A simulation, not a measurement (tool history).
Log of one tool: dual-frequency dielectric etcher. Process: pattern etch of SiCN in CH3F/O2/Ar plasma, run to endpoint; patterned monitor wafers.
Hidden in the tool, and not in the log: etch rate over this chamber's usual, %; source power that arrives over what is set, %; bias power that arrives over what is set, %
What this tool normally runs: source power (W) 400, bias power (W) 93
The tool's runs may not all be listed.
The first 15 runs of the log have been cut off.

run,day,source power (W),bias power (W),wafers since the last listed run,hours since the last wet clean,hours since the last source power generator calibration,hours since the last bias power generator calibration,hours since the last upper electrode change,"incoming incoming film thickness, nm",endpoint time (s)
# day 15.588: wet clean of the chamber
16,15.962,400,93,210,9,4544.5,3032.8,5234.3,7.31,17.7
# day 17.662: upper electrode replaced
17,17.683,400,104,337,50.3,4585.8,3074.1,0.5,7.34,17.1
# day 18.842: bias power generator calibrated
18,18.862,490,110,474,78.6,4614.1,0.5,28.8,7.21,15
19,19.4,400,109,251,91.5,4627,13.4,41.7,7.34,16.7
# day 20.188: source power generator calibrated
20,20.783,320,75,569,124.7,14.3,46.6,74.9,7.29,20.5
21,22.154,400,93,641,157.6,47.2,79.5,107.8,7.29,17.2
22,23.05,490,76,419,179.1,68.7,101,129.3,7.35,17.1
23,23.654,400,71,282,193.6,83.2,115.5,143.8,7.27,18.6
24,24.762,440,81,519,220.2,109.8,142.1,170.4,7.38,17.5
25,26.05,450,115,602,251.1,140.7,173,201.3,7.27,15.2
26,26.788,400,93,345,268.8,158.4,190.7,219,7.26,17
27,27.558,490,93,360,287.3,176.9,209.2,237.5,7.36,15.7
28,28.217,400,93,308,303.1,192.7,225,253.3,7.34,17.2
29,29.646,400,93,669,337.4,227,259.3,287.6,7.32,17.3
30,30.925,430,77,599,368.1,257.7,290,318.3,7.26,17.4
31,31.529,310,73,282,382.6,272.2,304.5,332.8,7.34,20.5

Alternative continuations, all from the tool just after run 31; predict every row:
A,31.546,310,93,7,383,272.6,304.9,333.2,7.39,?
B,31.546,470,84,7,383,272.6,304.9,333.2,7.39,?
C,31.546,480,70,7,383,272.6,304.9,333.2,7.39,?
D,31.546,360,81,7,383,272.6,304.9,333.2,7.39,?

run,endpoint time (s)
A,18.9
B,16.5
C,17.3
D,18.6
Had the tool no hidden state, the same runs would have come out as:
run,endpoint time (s)
A,19.6
B,17.1
C,17.9
D,19.3

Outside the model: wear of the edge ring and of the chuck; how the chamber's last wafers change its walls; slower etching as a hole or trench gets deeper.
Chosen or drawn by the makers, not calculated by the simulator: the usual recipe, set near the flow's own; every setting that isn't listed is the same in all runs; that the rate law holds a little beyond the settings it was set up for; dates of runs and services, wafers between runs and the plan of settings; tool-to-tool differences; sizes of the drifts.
